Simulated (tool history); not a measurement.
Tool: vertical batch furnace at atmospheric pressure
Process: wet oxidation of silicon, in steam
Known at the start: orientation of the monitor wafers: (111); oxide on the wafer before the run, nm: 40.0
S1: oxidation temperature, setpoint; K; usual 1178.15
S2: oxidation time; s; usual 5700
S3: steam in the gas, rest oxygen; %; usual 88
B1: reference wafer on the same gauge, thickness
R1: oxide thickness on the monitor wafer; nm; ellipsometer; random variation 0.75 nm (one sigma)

run,hour,S1,S2,S3,B1,R1
1,0.0,1178.15,5700,88,307.04,360.80
2,98.4,1158.15,5700,88,306.65,297.71
3,205.9,1158.15,5700,88,307.26,296.18
4,291.0,1178.15,5700,88,307.20,358.18
5,379.4,1178.15,5700,88,306.95,358.93
# hour 521.7: thermocouples replaced and temperature profile calibrated
6,612.8,1178.15,5700,88,307.25,357.46
7,686.1,1178.15,7800,88,306.95,442.60
8,728.1,1178.15,7800,88,306.94,442.40
9,782.8,1178.15,5700,88,306.87,355.57
10,872.2,1161.15,5700,88,306.89,303.88
11,924.4,1178.15,5700,88,306.88,357.30
12,986.9,1191.15,5700,91,307.01,404.43
13,1058.0,1178.15,5700,88,307.06,356.18
14,1161.1,1178.15,7620,88,306.90,434.11
15,1337.6,1178.15,7620,88,306.86,433.94
# hour 1362.0: steam generator serviced
16,1435.2,1178.15,7620,88,307.37,429.83
17,1536.5,1178.15,5700,88,306.83,352.04
18,1605.8,1178.15,4050,88,307.04,277.49
19,1700.8,1178.15,4050,88,307.26,277.17
20,1806.2,1178.15,5700,88,307.14,351.19
21,1846.6,1178.15,5700,88,306.94,350.64
22,1917.5,1178.15,5700,88,307.01,351.80
23,1988.4,1178.15,3000,97,307.13,241.18
# hour 2022.3: gauge calibrated
24,2035.7,1178.15,7770,76,306.89,391.90
# hour 2100.0: steam generator serviced, repeated, since the last time left the tool worse
25,2119.7,1178.15,5700,88,306.92,361.21
26,2184.4,1178.15,5700,85,307.11,352.64
27,2261.7,1188.15,7050,93,307.04,465.83
28,2303.8,1178.15,7650,83,307.12,421.72
# hour 2342.8: thermocouples replaced and temperature profile calibrated
29,2378.6,1191.15,5700,88,307.01,398.69
30,2473.1,1178.15,5700,88,307.14,359.17
31,2553.5,1169.15,4590,97,307.06,304.43
32,2624.9,1178.15,7500,84,307.10,417.56
33,2723.2,1188.15,3450,78,306.97,254.84
34,2825.4,1202.15,5700,96,306.94,456.51
35,2885.2,1191.15,3450,78,306.87,260.30
36,2930.6,1198.15,5700,88,306.91,417.73
37,3031.8,1178.15,5700,88,306.91,356.15
38,3084.3,1178.15,7620,88,306.63,432.13

Forecast each of these 4 alternatives for the next run:
A,3089.5,1178.15,4440,88,?,?
B,3089.5,1190.15,4470,82,?,?
C,3089.5,1178.15,4830,88,?,?
D,3089.5,1178.15,5700,92,?,?

run,B1,R1
A,307.23,301.13
B,307.23,318.78
C,307.23,319.03
D,307.23,368.36
Without the tool's hidden state the same runs would have given:
run,R1
A,304.98
B,322.80
C,323.11
D,373.06
